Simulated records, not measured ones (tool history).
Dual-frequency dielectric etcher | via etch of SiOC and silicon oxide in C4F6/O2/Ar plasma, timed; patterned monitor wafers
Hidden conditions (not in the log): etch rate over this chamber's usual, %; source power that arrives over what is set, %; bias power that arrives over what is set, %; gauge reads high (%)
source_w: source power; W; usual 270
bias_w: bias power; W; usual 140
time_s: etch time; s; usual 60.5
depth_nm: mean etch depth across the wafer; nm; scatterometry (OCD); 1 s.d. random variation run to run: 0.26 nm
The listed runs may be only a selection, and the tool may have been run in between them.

run	hour	source_w	bias_w	time_s	wafers since the last listed run	hours since the last wet clean	hours since the last source power generator calibration	hours since the last bias power generator calibration	hours since the last upper electrode change	hours since the gauge calibration	read-back reference wafer on the same gauge, depth_nm	depth_nm
1	0	270	120	68	0	108.2	1789.6	4220	2653.2	255.2	49.7	62.4
2	15.3	270	120	68	159	123.5	1804.9	4235.3	2668.5	270.5	49.7	61.9
3	25.1	270	140	60.5	102	133.3	1814.7	4245.1	2678.3	280.3	49.7	58.2
4	39.8	270	140	60.5	153	148	1829.4	4259.8	2693	295	49.7	57.6
5	56.7	270	140	60.5	176	164.9	1846.3	4276.7	2709.9	311.9	49.7	57.6
6	67.6	270	140	60.5	113	175.8	1857.2	4287.6	2720.8	322.8	49.7	57.6
7	81.3	270	140	74	143	189.5	1870.9	4301.3	2734.5	336.5	49.7	70.4
8	92.3	270	140	74	114	200.5	1881.9	4312.3	2745.5	347.5	49.7	70.1
9	98.3	270	140	60.5	62	206.5	1887.9	4318.3	2751.5	353.5	49.7	57.4
10	104.7	270	140	60.5	66	212.9	1894.3	4324.7	2757.9	359.9	49.7	57.1
11	114.5	270	140	60.5	102	222.7	1904.1	4334.5	2767.7	369.7	49.6	57.6
12	145.9	270	140	60.5	328	254.1	1935.5	4365.9	2799.1	401.1	49.7	56.5
# hour 151.9: gauge calibrated
# hour 175.1: upper electrode replaced
13	175.6	270	140	60.5	59	283.8	1965.2	4395.6	0.5	23.7	49.7	56.5
14	177.4	270	140	60.5	18	285.6	1967	4397.4	2.3	25.5	49.7	56.9
15	192	290	140	60.5	152	300.2	1981.6	4412	16.9	40.1	49.7	58.7
16	209.7	310	127	65.5	185	317.9	1999.3	4429.7	34.6	57.8	49.6	64.5
17	222.3	270	121	60.5	131	330.5	2011.9	4442.3	47.2	70.4	49.7	54.4
# hour 227.3: bias power generator calibrated
18	236.1	270	140	60.5	102	344.3	2025.7	8.8	61	84.2	49.7	56.4
# hour 274: wet clean of the chamber
19	274.5	270	140	60.5	150	0.5	2064.1	47.2	99.4	122.6	49.7	57.9
20	282.2	300	125	53	80	8.2	2071.8	54.9	107.1	130.3	49.7	52.3
# hour 299.5: source power generator calibrated
21	300	270	140	60.5	144	26	0.5	72.7	124.9	148.1	49.7	58.1
22	308.8	300	140	60.5	91	34.8	9.3	81.5	133.7	156.9	49.7	61.4
23	326.5	210	152	47	185	52.5	27	99.2	151.4	174.6	49.8	39.6
24	342.9	210	152	47	171	68.9	43.4	115.6	167.8	191	49.7	40.1
25	349.9	240	127	60.5	73	75.9	50.4	122.6	174.8	198	49.7	52.4
26	359.6	210	140	60.5	101	85.6	60.1	132.3	184.5	207.7	49.7	50
27	367.3	230	128	52.5	80	93.3	67.8	140	192.2	215.4	49.7	45.1
28	384.8	270	140	60.5	182	110.8	85.3	157.5	209.7	232.9	49.7	57.3

Entry by entry between the runs, the difference in hidden state between the last listed run before and the first listed run after:
Between runs 12 and 13: gauge calibrated (hour 151.9); upper electrode replaced (hour 175.1)
  etch rate over this chamber's usual, %: -2.53 -> -2.83
  measured value less the no-hidden-state value, depth_nm: -1.5 -> -1.7 nm
Between runs 17 and 18: bias power generator calibrated (hour 227.3)
  etch rate over this chamber's usual, %: -3.31 -> -3.45
  measured value less the no-hidden-state value, depth_nm: -1.9 -> -2 nm
Between runs 18 and 19: wet clean of the chamber (hour 274)
  etch rate over this chamber's usual, %: -3.45 -> -0.459
  measured value less the no-hidden-state value, depth_nm: -2 -> -0.3 nm
Between runs 20 and 21: source power generator calibrated (hour 299.5)
  etch rate over this chamber's usual, %: -0.538 -> -0.721
  measured value less the no-hidden-state value, depth_nm: -0.3 -> -0.4 nm
